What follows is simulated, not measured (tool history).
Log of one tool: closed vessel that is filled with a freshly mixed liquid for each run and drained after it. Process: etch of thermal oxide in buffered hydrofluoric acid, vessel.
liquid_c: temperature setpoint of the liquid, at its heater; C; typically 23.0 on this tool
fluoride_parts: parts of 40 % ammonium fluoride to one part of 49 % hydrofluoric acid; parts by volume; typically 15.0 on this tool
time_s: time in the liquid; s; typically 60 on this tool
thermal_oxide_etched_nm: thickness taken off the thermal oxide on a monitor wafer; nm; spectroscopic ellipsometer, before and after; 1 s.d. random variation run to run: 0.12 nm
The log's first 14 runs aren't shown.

run    hour  liquid_c  fluoride_parts  time_s  read-back film thickness of the thermal oxide reference wafer, read on the same gauge (nm)  thermal_oxide_etched_nm
 15  1013.9      23.0            13.0      60                                                                                       49.96                    42.48
 16  1077.9      23.0            10.5      30                                                                                       50.00                    26.20
     1107.6  -- hydrofluoric acid flow meter replaced
 17  1176.2      27.5            13.5      45                                                                                       49.99                    39.08
 18  1283.5      26.5            20.5      70                                                                                       49.99                    38.30
     1293.2  -- gauge calibrated
     1334.9  -- thermometer replaced
 19  1373.8      26.0            13.5      35                                                                                       50.01                    28.92
 20  1435.9      28.0            15.0      60                                                                                       49.98                    50.11
 21  1531.7      27.0            17.5      35                                                                                       50.00                    23.52
 22  1632.7      21.0            15.0      60                                                                                       49.95                    33.61
 23  1685.1      23.0            15.0      60                                                                                       50.04                    37.64
 24  1938.4      27.0            18.0      60                                                                                       49.98                    38.41
 25  1982.3      23.0            15.0      80                                                                                       50.01                    49.15
     2071.4  -- hydrofluoric acid flow meter replaced
 26  2075.1      23.0            15.0      60                                                                                       49.98                    36.84
 27  2145.9      27.0            20.5      95                                                                                       50.00                    53.68
 28  2233.8      27.5            10.5      70                                                                                       50.00                    77.54
     2271.9  -- thermometer replaced
 29  2312.6      21.5            11.5      45                                                                                       50.01                    34.18
 30  2414.0      23.0            15.0      60                                                                                       49.98                    37.84
 31  2600.0      27.5            13.5      70                                                                                       50.02                    62.19
 32  2777.9      26.0            13.0      90                                                                                       50.02                    75.45
 33  2867.3      23.0            18.5      70                                                                                       50.02                    35.24
     2923.5  -- hydrofluoric acid flow meter replaced
 34  2939.1      23.0            15.0      60                                                                                       50.01                    36.80

Here are 3 independent what-if runs from the current tool condition. What would each one return?
  A  2939.8      23.0            15.0      60                                                                                           ?                        ?
  B  2939.8      20.0            18.5      75                                                                                           ?                        ?
  C  2939.8      18.5            15.0      95                                                                                           ?                        ?

run  read-back film thickness of the thermal oxide reference wafer, read on the same gauge (nm)  thermal_oxide_etched_nm
  A                                                                                       49.97                    36.81
  B                                                                                       49.97                    31.65
  C                                                                                       49.97                    45.29
With the hidden condition removed and each run's random variation left untouched, the same runs would have given:
run  thermal_oxide_etched_nm
  A                    38.13
  B                    32.81
  C                    46.97
